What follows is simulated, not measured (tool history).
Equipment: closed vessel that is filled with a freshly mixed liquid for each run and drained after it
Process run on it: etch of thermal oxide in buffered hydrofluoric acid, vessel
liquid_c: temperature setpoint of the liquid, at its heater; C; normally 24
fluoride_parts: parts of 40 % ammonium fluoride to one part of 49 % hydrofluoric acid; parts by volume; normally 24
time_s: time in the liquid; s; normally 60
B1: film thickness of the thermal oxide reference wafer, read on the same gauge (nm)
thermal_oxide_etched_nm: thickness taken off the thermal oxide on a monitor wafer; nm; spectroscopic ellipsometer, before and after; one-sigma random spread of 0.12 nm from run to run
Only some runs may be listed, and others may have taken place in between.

Run 1, hour 0: usual settings but liquid_c 25.5 C; B1 130.04. Result: thermal_oxide_etched_nm 30.83 nm.
Run 2, hour 126.7: usual settings; B1 129.98. Result: thermal_oxide_etched_nm 28.67 nm.
Run 3, hour 195.4: usual settings; B1 130.02. Result: thermal_oxide_etched_nm 28.37 nm.
At hour 209: hydrofluoric acid flow meter replaced.
Run 4, hour 234.6: usual settings; B1 130.03. Result: thermal_oxide_etched_nm 28.4 nm.
Run 5, hour 392.9: usual settings; B1 129.99. Result: thermal_oxide_etched_nm 28.51 nm.
Run 6, hour 432.1: usual settings; B1 130. Result: thermal_oxide_etched_nm 28.67 nm.
Run 7, hour 514.8: usual settings; B1 130.04. Result: thermal_oxide_etched_nm 28.9 nm.
Run 8, hour 596.9: usual settings; B1 130. Result: thermal_oxide_etched_nm 28.75 nm.
Run 9, hour 649.6: usual settings; B1 129.97. Result: thermal_oxide_etched_nm 28.75 nm.
Run 10, hour 734: usual settings; B1 130.03. Result: thermal_oxide_etched_nm 28.84 nm.
Run 11, hour 814.6: usual settings; B1 129.99. Result: thermal_oxide_etched_nm 28.86 nm.
Run 12, hour 872.3: usual settings; B1 130. Result: thermal_oxide_etched_nm 28.88 nm.
Run 13, hour 932.6: usual settings but liquid_c 20.5 C; B1 130. Result: thermal_oxide_etched_nm 23.92 nm.
Run 14, hour 987.6: usual settings; B1 130.02. Result: thermal_oxide_etched_nm 28.89 nm.
At hour 988.9: thermometer replaced.
At hour 1037.3: hydrofluoric acid flow meter replaced.
Run 15, hour 1199: usual settings; B1 129.98. Result: thermal_oxide_etched_nm 27.63 nm.
Run 16, hour 1255.2: usual settings; B1 129.99. Result: thermal_oxide_etched_nm 27.76 nm.
Run 17, hour 1294.8: usual settings; B1 130.02. Result: thermal_oxide_etched_nm 27.87 nm.
Run 18, hour 1339.2: usual settings; B1 129.98. Result: thermal_oxide_etched_nm 27.57 nm.
At hour 1360.2: gauge calibrated.
Run 19, hour 1522.4: usual settings but time_s 70 s; B1 130.01. Result: thermal_oxide_etched_nm 32.63 nm.
Run 20, hour 1568: usual settings but liquid_c 21 C, fluoride_parts 28 parts by volume; B1 130.02. Result: thermal_oxide_etched_nm 21.16 nm.
Run 21, hour 1639.5: usual settings; B1 130. Result: thermal_oxide_etched_nm 27.88 nm.
Run 22, hour 1736.7: usual settings; B1 130.04. Result: thermal_oxide_etched_nm 27.8 nm.
Run 23, hour 1807.3: usual settings but liquid_c 19 C, fluoride_parts 26.5 parts by volume, time_s 75 s; B1 130. Result: thermal_oxide_etched_nm 24.76 nm.
At hour 1849.1: hydrofluoric acid flow meter replaced.
Run 24, hour 1891.5: usual settings but time_s 45 s; B1 130.01. Result: thermal_oxide_etched_nm 21.16 nm.
Run 25, hour 1970.1: usual settings but liquid_c 27.5 C, fluoride_parts 21.5 parts by volume, time_s 80 s; B1 130. Result: thermal_oxide_etched_nm 48.49 nm.
Run 26, hour 2042.7: usual settings; B1 129.98. Result: thermal_oxide_etched_nm 27.96 nm.
Run 27, hour 2114.9: usual settings; B1 129.98. Result: thermal_oxide_etched_nm 28.2 nm.
Run 28, hour 2210.6: usual settings but liquid_c 27.5 C, fluoride_parts 18.5 parts by volume, time_s 30 s; B1 129.99. Result: thermal_oxide_etched_nm 20.54 nm.
Run 29, hour 2265.4: usual settings but liquid_c 27.5 C, fluoride_parts 27 parts by volume, time_s 50 s; B1 130.02. Result: thermal_oxide_etched_nm 26.02 nm.
Run 30, hour 2368.6: usual settings but fluoride_parts 20 parts by volume, time_s 80 s; B1 130. Result: thermal_oxide_etched_nm 42.54 nm.
Run 31, hour 2427.8: usual settings but liquid_c 29 C; B1 129.99. Result: thermal_oxide_etched_nm 36.79 nm.
Run 32, hour 2543.3: usual settings but liquid_c 26.5 C; B1 130.06. Result: thermal_oxide_etched_nm 32.15 nm.
Run 33, hour 2589.8: usual settings; B1 129.99. Result: thermal_oxide_etched_nm 28.03 nm.
At hour 2619.5: hydrofluoric acid flow meter replaced.
Run 34, hour 2663.6: usual settings but liquid_c 26 C, fluoride_parts 16 parts by volume, time_s 35 s; B1 130.02. Result: thermal_oxide_etched_nm 25.88 nm.

3 options for the next run, each taken on its own from the tool as it stands now. Forecast them:
Run A, hour 2664.3: usual settings but time_s 30 s; B1 ?. Result: thermal_oxide_etched_nm ?.
Run B, hour 2664.3: usual settings but liquid_c 19 C, fluoride_parts 26.5 parts by volume, time_s 50 s; B1 ?. Result: thermal_oxide_etched_nm ?.
Run C, hour 2664.3: usual settings but fluoride_parts 20.5 parts by volume; B1 ?. Result: thermal_oxide_etched_nm ?.

run      B1  thermal_oxide_etched_nm
  A  129.99                    13.99
  B  129.99                    16.49
  C  129.99                    31.19
Without the tool's unlogged condition, the same runs would have read:
run  thermal_oxide_etched_nm
  A                    13.65
  B                    16.08
  C                    30.43
